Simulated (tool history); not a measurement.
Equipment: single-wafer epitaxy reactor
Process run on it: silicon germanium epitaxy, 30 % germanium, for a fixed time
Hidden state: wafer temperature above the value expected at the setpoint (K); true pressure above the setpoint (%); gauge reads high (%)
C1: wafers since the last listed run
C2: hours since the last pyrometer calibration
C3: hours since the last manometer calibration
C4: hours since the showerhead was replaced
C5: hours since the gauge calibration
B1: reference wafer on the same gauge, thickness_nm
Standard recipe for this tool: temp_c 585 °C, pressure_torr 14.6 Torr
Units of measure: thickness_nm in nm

Run 1, hour 0: usual settings; C1 0; C2 167.6; C3 1784.2; C4 4789.3; C5 1410.7; B1 40.987. Result: thickness_nm 35.611 nm.
Run 2, hour 47.5: usual settings; C1 1190; C2 215.1; C3 1831.7; C4 4836.8; C5 1458.2; B1 40.981. Result: thickness_nm 35.899 nm.
Run 3, hour 137: usual settings but pressure_torr 16.4 Torr; C1 2242; C2 304.6; C3 1921.2; C4 4926.3; C5 1547.7; B1 41.036. Result: thickness_nm 38.992 nm.
Run 4, hour 235.8: usual settings but temp_c 573 °C; C1 2475; C2 403.4; C3 2020; C4 5025.1; C5 1646.5; B1 40.961. Result: thickness_nm 28.115 nm.
Run 5, hour 299.9: usual settings but temp_c 573 °C; C1 1606; C2 467.5; C3 2084.1; C4 5089.2; C5 1710.6; B1 41.01. Result: thickness_nm 28.201 nm.
Run 6, hour 349.4: usual settings but pressure_torr 17.5 Torr; C1 1240; C2 517; C3 2133.6; C4 5138.7; C5 1760.1; B1 41. Result: thickness_nm 40.919 nm.
Run 7, hour 392.7: usual settings but pressure_torr 17.5 Torr; C1 1085; C2 560.3; C3 2176.9; C4 5182; C5 1803.4; B1 40.973. Result: thickness_nm 40.793 nm.
Run 8, hour 675.9: usual settings but pressure_torr 17.5 Torr; C1 7097; C2 843.5; C3 2460.1; C4 5465.2; C5 2086.6; B1 40.998. Result: thickness_nm 41.454 nm.
At hour 688.5: capacitance manometer re-zeroed and calibrated.
Run 9, hour 739.5: usual settings; C1 1393; C2 907.1; C3 51; C4 5528.8; C5 2150.2; B1 40.995. Result: thickness_nm 37.438 nm.
At hour 751.7: gauge calibrated.
Run 10, hour 819.7: usual settings; C1 2009; C2 987.3; C3 131.2; C4 5609; C5 68; B1 40.93. Result: thickness_nm 37.295 nm.
Run 11, hour 859.4: usual settings; C1 994; C2 1027; C3 170.9; C4 5648.7; C5 107.7; B1 40.958. Result: thickness_nm 37.327 nm.
At hour 908.4: showerhead replaced.
Run 12, hour 940.6: usual settings; C1 1834; C2 1108.2; C3 252.1; C4 32.2; C5 188.9; B1 41.004. Result: thickness_nm 37.648 nm.
Run 13, hour 982.8: usual settings but temp_c 593 °C; C1 1057; C2 1150.4; C3 294.3; C4 74.4; C5 231.1; B1 40.991. Result: thickness_nm 44.521 nm.
Run 14, hour 1048.4: usual settings but temp_c 576 °C, pressure_torr 12.5 Torr; C1 1643; C2 1216; C3 359.9; C4 140; C5 296.7; B1 41.028. Result: thickness_nm 28.122 nm.
Run 15, hour 1155: usual settings but temp_c 576 °C, pressure_torr 12.4 Torr; C1 2671; C2 1322.6; C3 466.5; C4 246.6; C5 403.3; B1 40.955. Result: thickness_nm 27.708 nm.
Run 16, hour 1210.4: usual settings but temp_c 597 °C, pressure_torr 12 Torr; C1 1388; C2 1378; C3 521.9; C4 302; C5 458.7; B1 41.011. Result: thickness_nm 42.432 nm.
At hour 1267.4: pyrometer calibrated.
Run 17, hour 1279.1: usual settings but pressure_torr 18.1 Torr; C1 1521; C2 11.7; C3 590.6; C4 370.7; C5 527.4; B1 40.981. Result: thickness_nm 40.194 nm.
Run 18, hour 1371.6: usual settings but temp_c 600 °C, pressure_torr 12.8 Torr; C1 2318; C2 104.2; C3 683.1; C4 463.2; C5 619.9; B1 41.057. Result: thickness_nm 45.549 nm.
Run 19, hour 1419.4: usual settings but temp_c 576 °C, pressure_torr 17.6 Torr; C1 1197; C2 152; C3 730.9; C4 511; C5 667.7; B1 41.009. Result: thickness_nm 33.21 nm.
Run 20, hour 1504.7: usual settings but temp_c 579 °C, pressure_torr 16.9 Torr; C1 2137; C2 237.3; C3 816.2; C4 596.3; C5 753; B1 40.997. Result: thickness_nm 34.947 nm.
Run 21, hour 1553: usual settings; C1 1210; C2 285.6; C3 864.5; C4 644.6; C5 801.3; B1 40.981. Result: thickness_nm 36.329 nm.
Run 22, hour 1645.7: usual settings; C1 2323; C2 378.3; C3 957.2; C4 737.3; C5 894; B1 41.028. Result: thickness_nm 37.014 nm.
Run 23, hour 1694.6: usual settings but temp_c 572 °C, pressure_torr 16.4 Torr; C1 1225; C2 427.2; C3 1006.1; C4 786.2; C5 942.9; B1 40.997. Result: thickness_nm 29.798 nm.

Table of differences, measured result less the result of that run with no hidden state. Run-to-run variation is the same in both. Gauge scatter possibly is not:
run  thickness_nm
  1         +0.76
  2        +0.931
  3        +1.298
  4        +1.152
  5        +1.255
  6        +1.857
  7        +1.925
  8        +2.288
  9        +2.111
 10        +2.149
 11         +2.17
 12        +2.224
 13        +2.596
 14         +1.73
 15        +1.726
 16        +2.517
 17        +0.359
 18        +0.937
 19        +0.911
 20         +1.24
 21        +1.411
 22        +1.671
 23        +1.477

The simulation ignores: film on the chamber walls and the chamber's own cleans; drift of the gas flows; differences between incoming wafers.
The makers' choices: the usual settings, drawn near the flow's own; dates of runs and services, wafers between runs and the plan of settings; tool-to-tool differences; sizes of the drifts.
